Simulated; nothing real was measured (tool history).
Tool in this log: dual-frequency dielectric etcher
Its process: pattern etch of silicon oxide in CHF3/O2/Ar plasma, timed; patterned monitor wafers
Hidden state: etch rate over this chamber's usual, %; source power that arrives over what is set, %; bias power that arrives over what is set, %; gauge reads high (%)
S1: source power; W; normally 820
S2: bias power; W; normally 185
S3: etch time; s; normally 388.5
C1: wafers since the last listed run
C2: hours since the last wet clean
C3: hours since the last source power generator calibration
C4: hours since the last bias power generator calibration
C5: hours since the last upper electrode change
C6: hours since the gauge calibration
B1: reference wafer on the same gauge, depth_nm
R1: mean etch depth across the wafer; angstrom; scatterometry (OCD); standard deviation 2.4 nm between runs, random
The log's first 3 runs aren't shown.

run     day    S1   S2     S3   C1     C2      C3      C4      C5      C6     B1     R1
      6.192  -- gauge calibrated
  4   6.775   820  214  388.5  126  309.4  2607.7    3010  1279.5      14  825.7  10074
  5       9   750  185  388.5  273  362.8  2661.1  3063.4  1332.9    67.4  825.5   8909
  6  11.358   750  185  388.5  289  419.4  2717.7    3120  1389.5     124  825.4   8913
  7  13.675   820  185  388.5  284    475  2773.3  3175.6  1445.1   179.6  825.4   9500
     16.267  -- wet clean of the chamber
  8  16.288   620  185  388.5  198    0.5    2836  3238.3  1507.8   242.3  826.2   7506
  9  17.171   820  230  388.5  108   21.7  2857.2  3259.5    1529   263.5  825.8  10112
 10  19.254   820  185  388.5  255   71.7  2907.2  3309.5    1579   313.5  826.1   9118
 11  21.146   640  160  388.5  232  117.1  2952.6  3354.9  1624.4   358.9  826.1   7182
     22.196  -- bias power generator calibrated
 12  23.296   750  185  388.5  243  168.7  3004.2    26.4    1676   410.5  826.1   8697
 13  25.471   960  225  388.5  267  220.9  3056.4    78.6  1728.2   462.7    827  11152
 14  28.467   950  223  488.5  368  292.8  3128.3   150.5  1800.1   534.6  826.2  13978
 15  31.308   820  185  450.5  349    361  3196.5   218.7  1868.3   602.8  826.5  10864
 16  32.612   820  143    287  160  392.3  3227.8     250  1899.6   634.1  826.3   5972
     32.971  -- source power generator calibrated
     36.692  -- wet clean of the chamber
 17  37.354   720  185    426  439   15.9   105.2   363.8  2013.4   747.9  825.4   9268
 18  38.796   820  185  388.5  177   50.5   139.8   398.4    2048   782.5  825.7   9181
 19  41.554  1010  209  480.5  338  116.7     206   464.6  2114.2   848.7    826  13694
     42.679  -- upper electrode replaced
 20  44.425  1010  209  480.5  229  185.6   274.9   533.5    41.9   917.6  826.4  13733
 21  47.133   820  206  462.5  332  250.6   339.9   598.5   106.9   982.6  825.3  11704
 22  48.838   920  197  388.5  209  291.5   380.8   639.4   147.8  1023.5  826.4  10356
 23  54.804   720  185  388.5  733  434.7     524   782.6     291  1166.7  826.1   8702
 24  57.308   820  172  388.5  307  494.8   584.1   842.7   351.1  1226.8  826.2   9125
     58.721  -- wet clean of the chamber
 25  58.742   820  185  338.5   53    0.5   618.5   877.1   385.5  1261.2  826.3   7959

Run 26 is up next; what results do you expect?
 26  60.404  820  185  388.5  204  40.4  658.4  917  425.4  1301.1   ?   ?

{"run 26": {"B1": 826.4, "R1": 9147}}
With no hidden state in the tool, this same run would have given R1 9126 angstrom.
